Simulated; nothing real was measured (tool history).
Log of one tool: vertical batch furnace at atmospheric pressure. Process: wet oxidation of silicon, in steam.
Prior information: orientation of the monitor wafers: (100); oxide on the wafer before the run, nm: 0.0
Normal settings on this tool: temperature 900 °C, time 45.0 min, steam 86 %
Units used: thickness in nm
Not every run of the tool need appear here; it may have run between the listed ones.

run,day,temperature,time,steam,wafers since the last listed run,hours since the last temperature calibration,hours since the steam generator was serviced,hours since the gauge calibration,"read-back reference wafer on the same gauge, thickness",thickness
1,0.000,900,45.0,86,0,2468.3,3555.0,86.6,85.97,101.98
2,0.521,900,45.0,86,210,2480.8,3567.5,99.1,85.99,101.77
3,1.146,900,45.0,86,252,2495.8,3582.5,114.1,86.00,101.75
4,2.012,900,45.0,86,350,2516.6,3603.3,134.9,86.06,101.83
5,2.838,900,45.0,86,333,2536.4,3623.1,154.7,86.01,101.53
6,3.358,900,45.0,86,210,2548.9,3635.6,167.2,85.93,101.51
7,3.729,900,45.0,86,149,2557.8,3644.5,176.1,86.09,101.64
8,4.304,900,45.0,86,232,2571.6,3658.3,189.9,85.98,101.42
9,5.092,900,45.0,86,318,2590.5,3677.2,208.8,85.98,101.45
10,5.762,900,45.0,86,271,2606.6,3693.3,224.9,86.02,101.17
11,6.096,900,45.0,86,134,2614.6,3701.3,232.9,86.02,100.97
# day 6.275: gauge calibrated
# day 8.446: steam generator serviced
12,8.467,892,65.0,93,554,2671.5,0.5,52.6,86.01,149.23
13,8.988,900,45.0,86,210,2684.0,13.0,65.1,86.03,111.74
14,9.508,900,45.0,86,210,2696.5,25.5,77.6,86.01,111.68
# day 11.096: thermocouples replaced and temperature profile calibrated
15,11.117,900,45.0,86,245,0.5,64.1,116.2,86.02,104.09
16,11.325,922,45.0,96,84,5.5,69.1,121.2,86.07,152.30
17,11.608,876,67.0,96,114,12.3,75.9,128.0,86.03,115.05
18,12.233,900,27.0,96,252,27.3,90.9,143.0,85.99,71.79
19,13.112,879,45.0,91,355,48.4,112.0,164.1,86.09,79.08
20,13.679,900,45.0,94,229,62.0,125.6,177.7,86.00,113.49
21,14.275,900,59.0,95,240,76.3,139.9,192.0,86.02,146.88
22,14.967,918,60.5,92,279,92.9,156.5,208.6,86.02,183.10
23,15.350,900,51.0,75,154,102.1,165.7,217.8,86.07,103.87

Here are 5 independent what-if runs from the current tool condition. What would each one return?
A,15.562,900,29.5,86,85,107.2,170.8,222.9,?,?
B,15.562,891,34.0,78,85,107.2,170.8,222.9,?,?
C,15.562,914,45.0,83,85,107.2,170.8,222.9,?,?
D,15.562,881,45.0,86,85,107.2,170.8,222.9,?,?
E,15.562,900,61.5,90,85,107.2,170.8,222.9,?,?

run,"read-back reference wafer on the same gauge, thickness",thickness
A,85.98,70.63
B,85.98,63.83
C,85.98,122.61
D,85.98,77.70
E,85.98,144.91
The same runs, with their run-to-run variation unchanged, on a tool lacking any hidden condition would have given:
run,thickness
A,69.81
B,63.06
C,121.49
D,76.75
E,143.36

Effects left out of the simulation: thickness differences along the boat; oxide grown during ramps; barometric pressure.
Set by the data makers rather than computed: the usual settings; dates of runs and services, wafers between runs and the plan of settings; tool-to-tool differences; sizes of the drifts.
